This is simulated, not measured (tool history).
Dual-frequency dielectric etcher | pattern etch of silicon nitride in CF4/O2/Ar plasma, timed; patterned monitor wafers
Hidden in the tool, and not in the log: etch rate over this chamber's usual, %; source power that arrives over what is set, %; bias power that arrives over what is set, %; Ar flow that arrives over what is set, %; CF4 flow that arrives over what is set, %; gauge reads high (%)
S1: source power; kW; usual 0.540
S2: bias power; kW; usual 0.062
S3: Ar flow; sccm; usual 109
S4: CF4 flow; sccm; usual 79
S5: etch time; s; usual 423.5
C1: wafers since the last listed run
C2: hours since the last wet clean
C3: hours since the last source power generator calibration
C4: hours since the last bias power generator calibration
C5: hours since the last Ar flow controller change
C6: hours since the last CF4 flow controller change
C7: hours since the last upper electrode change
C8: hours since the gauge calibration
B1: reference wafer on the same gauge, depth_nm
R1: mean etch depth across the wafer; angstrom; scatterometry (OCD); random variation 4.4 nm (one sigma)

run 1 hour=0.0 | S1=0.540 S2=0.062 S3=109 S4=67 S5=423.5 | C1=0 C2=9.4 C3=2688.9 C4=1768.3 C5=2922.3 C6=6549.5 C7=4784.5 C8=406.1 | B1=1042.0 | R1=9055
-- hour=6.8 gauge calibrated
-- hour=13.5 CF4 flow controller replaced
-- hour=27.3 upper electrode replaced
run 2 hour=27.8 | S1=0.540 S2=0.062 S3=109 S4=79 S5=332.5 | C1=18 C2=37.2 C3=2716.7 C4=1796.1 C5=2950.1 C6=14.3 C7=0.5 C8=21.0 | B1=1041.8 | R1=7217
run 3 hour=32.8 | S1=0.540 S2=0.062 S3=109 S4=79 S5=423.5 | C1=11 C2=42.2 C3=2721.7 C4=1801.1 C5=2955.1 C6=19.3 C7=5.5 C8=26.0 | B1=1042.7 | R1=9200
-- hour=43.7 Ar flow controller replaced
run 4 hour=50.5 | S1=0.540 S2=0.062 S3=109 S4=79 S5=423.5 | C1=27 C2=59.9 C3=2739.4 C4=1818.8 C5=6.8 C6=37.0 C7=23.2 C8=43.7 | B1=1039.4 | R1=9139
-- hour=71.6 source power generator calibrated
run 5 hour=72.1 | S1=0.500 S2=0.062 S3=109 S4=79 S5=423.5 | C1=41 C2=81.5 C3=0.5 C4=1840.4 C5=28.4 C6=58.6 C7=44.8 C8=65.3 | B1=1043.0 | R1=8769
run 6 hour=75.9 | S1=0.500 S2=0.062 S3=109 S4=79 S5=423.5 | C1=8 C2=85.3 C3=4.3 C4=1844.2 C5=32.2 C6=62.4 C7=48.6 C8=69.1 | B1=1041.5 | R1=8736
run 7 hour=83.0 | S1=0.630 S2=0.062 S3=88 S4=79 S5=468.5 | C1=16 C2=92.4 C3=11.4 C4=1851.3 C5=39.3 C6=69.5 C7=55.7 C8=76.2 | B1=1042.3 | R1=11570
run 8 hour=96.3 | S1=0.540 S2=0.062 S3=109 S4=79 S5=423.5 | C1=31 C2=105.7 C3=24.7 C4=1864.6 C5=52.6 C6=82.8 C7=69.0 C8=89.5 | B1=1043.6 | R1=9216
run 9 hour=108.2 | S1=0.540 S2=0.062 S3=123 S4=79 S5=423.5 | C1=28 C2=117.6 C3=36.6 C4=1876.5 C5=64.5 C6=94.7 C7=80.9 C8=101.4 | B1=1043.6 | R1=8997
run 10 hour=120.8 | S1=0.610 S2=0.062 S3=109 S4=79 S5=366.5 | C1=29 C2=130.2 C3=49.2 C4=1889.1 C5=77.1 C6=107.3 C7=93.5 C8=114.0 | B1=1040.7 | R1=8682
run 11 hour=131.2 | S1=0.540 S2=0.062 S3=132 S4=79 S5=312.5 | C1=24 C2=140.6 C3=59.6 C4=1899.5 C5=87.5 C6=117.7 C7=103.9 C8=124.4 | B1=1039.3 | R1=6676
-- hour=146.0 bias power generator calibrated
run 12 hour=146.5 | S1=0.540 S2=0.062 S3=91 S4=79 S5=542.0 | C1=26 C2=155.9 C3=74.9 C4=0.5 C5=102.8 C6=133.0 C7=119.2 C8=139.7 | B1=1043.5 | R1=12066
run 13 hour=151.7 | S1=0.630 S2=0.062 S3=118 S4=68 S5=423.5 | C1=12 C2=161.1 C3=80.1 C4=5.7 C5=108.0 C6=138.2 C7=124.4 C8=144.9 | B1=1043.2 | R1=9911

The next listed run, before its measurement:
run 14 hour=160.7 | S1=0.500 S2=0.062 S3=109 S4=79 S5=423.5 | C1=21 C2=170.1 C3=89.1 C4=14.7 C5=117.0 C6=147.2 C7=133.4 C8=153.9 | B1=? | R1=?

Run 14 gave B1 1040.7, R1 8707 angstrom.
Without the tool's hidden state the same run would have given R1 8707 angstrom.
